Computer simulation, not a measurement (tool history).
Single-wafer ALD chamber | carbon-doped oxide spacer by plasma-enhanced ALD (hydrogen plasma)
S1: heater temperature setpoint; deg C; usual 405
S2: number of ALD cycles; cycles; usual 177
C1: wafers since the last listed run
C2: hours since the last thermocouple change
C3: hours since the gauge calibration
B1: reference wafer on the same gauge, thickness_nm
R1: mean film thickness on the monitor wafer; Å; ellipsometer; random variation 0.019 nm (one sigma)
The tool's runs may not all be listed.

{"run": 1, "hour": 0.0, "S1": 400, "S2": 177, "C1": 0, "C2": 1276, "C3": 117.6, "B1": 7.312, "R1": 79.54}
{"run": 2, "hour": 15.8, "S1": 400, "S2": 177, "C1": 36, "C2": 1291.8, "C3": 133.4, "B1": 7.322, "R1": 79.23}
{"run": 3, "hour": 48.8, "S1": 400, "S2": 177, "C1": 76, "C2": 1324.8, "C3": 166.4, "B1": 7.342, "R1": 79.36}
{"run": 4, "hour": 142.9, "S1": 405, "S2": 197, "C1": 218, "C2": 1418.9, "C3": 260.5, "B1": 7.36, "R1": 87.58}
{"run": 5, "hour": 154.9, "S1": 405, "S2": 177, "C1": 27, "C2": 1430.9, "C3": 272.5, "B1": 7.367, "R1": 78.71}
{"run": 6, "hour": 173.8, "S1": 405, "S2": 177, "C1": 43, "C2": 1449.8, "C3": 291.4, "B1": 7.373, "R1": 78.61}
{"run": 7, "hour": 207.8, "S1": 405, "S2": 177, "C1": 78, "C2": 1483.8, "C3": 325.4, "B1": 7.387, "R1": 79.05}
{"run": 8, "hour": 230.8, "S1": 405, "S2": 177, "C1": 53, "C2": 1506.8, "C3": 348.4, "B1": 7.386, "R1": 78.88}
{"run": 9, "hour": 247.3, "S1": 419, "S2": 189, "C1": 38, "C2": 1523.3, "C3": 364.9, "B1": 7.39, "R1": 81.27}
{"hour": 253.3, "done": "gauge calibrated"}
{"run": 10, "hour": 274.7, "S1": 400, "S2": 177, "C1": 63, "C2": 1550.7, "C3": 21.4, "B1": 7.285, "R1": 79.22}
{"run": 11, "hour": 288.2, "S1": 390, "S2": 195, "C1": 31, "C2": 1564.2, "C3": 34.9, "B1": 7.287, "R1": 86.82}
{"hour": 303.8, "done": "thermocouple changed; heater temperature recalibrated"}
{"run": 12, "hour": 307.6, "S1": 405, "S2": 201, "C1": 26, "C2": 3.8, "C3": 54.3, "B1": 7.3, "R1": 88.17}
{"run": 13, "hour": 334.8, "S1": 391, "S2": 193, "C1": 63, "C2": 31, "C3": 81.5, "B1": 7.305, "R1": 86.66}
{"run": 14, "hour": 349.0, "S1": 405, "S2": 177, "C1": 32, "C2": 45.2, "C3": 95.7, "B1": 7.311, "R1": 77.86}
{"run": 15, "hour": 376.0, "S1": 401, "S2": 208, "C1": 62, "C2": 72.2, "C3": 122.7, "B1": 7.308, "R1": 92.8}
{"run": 16, "hour": 409.2, "S1": 409, "S2": 210, "C1": 77, "C2": 105.4, "C3": 155.9, "B1": 7.327, "R1": 91.76}
{"run": 17, "hour": 431.6, "S1": 405, "S2": 177, "C1": 51, "C2": 127.8, "C3": 178.3, "B1": 7.322, "R1": 78.14}

3 ways to go on from here, each from the tool as it stands after run 17. What would each give?
{"run": "A", "hour": 432.3, "S1": 405, "S2": 148, "C1": 1, "C2": 128.5, "C3": 179, "B1": "?", "R1": "?"}
{"run": "B", "hour": 432.3, "S1": 390, "S2": 149, "C1": 1, "C2": 128.5, "C3": 179, "B1": "?", "R1": "?"}
{"run": "C", "hour": 432.3, "S1": 415, "S2": 166, "C1": 1, "C2": 128.5, "C3": 179, "B1": "?", "R1": "?"}

run=A B1=7.328 R1=65.64
run=B B1=7.328 R1=67.09
run=C B1=7.328 R1=71.65
Without the tool's hidden state the same runs would have given:
run=A R1=65.24
run=B R1=66.68
run=C R1=71.21
